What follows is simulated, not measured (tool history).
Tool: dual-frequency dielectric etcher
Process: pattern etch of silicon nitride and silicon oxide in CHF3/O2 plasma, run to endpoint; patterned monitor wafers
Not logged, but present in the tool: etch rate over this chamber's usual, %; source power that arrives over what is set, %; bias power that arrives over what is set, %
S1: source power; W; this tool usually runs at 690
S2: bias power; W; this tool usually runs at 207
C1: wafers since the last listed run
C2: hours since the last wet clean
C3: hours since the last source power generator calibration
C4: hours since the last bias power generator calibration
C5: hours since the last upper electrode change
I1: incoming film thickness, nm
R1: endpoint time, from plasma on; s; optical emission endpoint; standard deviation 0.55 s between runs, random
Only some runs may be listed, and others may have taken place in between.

| run | hour | S1 | S2 | C1 | C2 | C3 | C4 | C5 | I1 | R1 |
|---|---|---|---|---|---|---|---|---|---|---|
| 1 | 0 | 690 | 181 | 0 | 418.5 | 3214.1 | 945.5 | 3542.9 | 185.4 | 117.8 |
| 2 | 53 | 690 | 207 | 461 | 471.5 | 3267.1 | 998.5 | 3595.9 | 184.5 | 114.2 |
|  | 83.5 | wet clean of the chamber |
| 3 | 152.1 | 690 | 207 | 654 | 68.6 | 3366.2 | 1097.6 | 3695 | 183.7 | 112.3 |
| 4 | 193.5 | 690 | 207 | 360 | 110 | 3407.6 | 1139 | 3736.4 | 183.3 | 111.7 |
| 5 | 286.2 | 730 | 171 | 807 | 202.7 | 3500.3 | 1231.7 | 3829.1 | 183.5 | 115.4 |
|  | 403.8 | upper electrode replaced |
| 6 | 404.3 | 730 | 171 | 820 | 320.8 | 3618.4 | 1349.8 | 0.5 | 184.1 | 117 |
|  | 414.7 | source power generator calibrated |
| 7 | 446.9 | 690 | 207 | 336 | 363.4 | 32.2 | 1392.4 | 43.1 | 184.8 | 113.4 |
|  | 506.7 | wet clean of the chamber |
| 8 | 533.5 | 780 | 207 | 545 | 26.8 | 118.8 | 1479 | 129.7 | 183.7 | 107.7 |
|  | 614.2 | bias power generator calibrated |
| 9 | 633.7 | 780 | 207 | 838 | 127 | 219 | 19.5 | 229.9 | 185.1 | 108.6 |
| 10 | 725.5 | 690 | 207 | 800 | 218.8 | 310.8 | 111.3 | 321.7 | 185.3 | 113.3 |
| 11 | 778.4 | 690 | 181 | 461 | 271.7 | 363.7 | 164.2 | 374.6 | 185 | 117.3 |
| 12 | 824.9 | 830 | 207 | 405 | 318.2 | 410.2 | 210.7 | 421.1 | 184 | 105.2 |
| 13 | 908.2 | 600 | 236 | 726 | 401.5 | 493.5 | 294 | 504.4 | 183.9 | 113.3 |
|  | 949.6 | wet clean of the chamber |
| 14 | 951.3 | 640 | 241 | 166 | 1.7 | 536.6 | 337.1 | 547.5 | 185.6 | 111.8 |
| 15 | 993.3 | 690 | 156 | 366 | 43.7 | 578.6 | 379.1 | 589.5 | 183.9 | 120.4 |
| 16 | 1029.7 | 580 | 188 | 317 | 80.1 | 615 | 415.5 | 625.9 | 184 | 123.8 |
| 17 | 1094.5 | 690 | 207 | 564 | 144.9 | 679.8 | 480.3 | 690.7 | 182.5 | 112.2 |
| 18 | 1176.5 | 690 | 207 | 714 | 226.9 | 761.8 | 562.3 | 772.7 | 184.6 | 113.4 |

Predict the results of run 19:
| 19 | 1262.9 | 810 | 242 | 753 | 313.3 | 848.2 | 648.7 | 859.1 | 185.4 | ? |

Run 19 produced R1 101.6 s.
If the tool had no hidden condition, the same run with the same run-to-run variation would have returned R1 101.6 s.
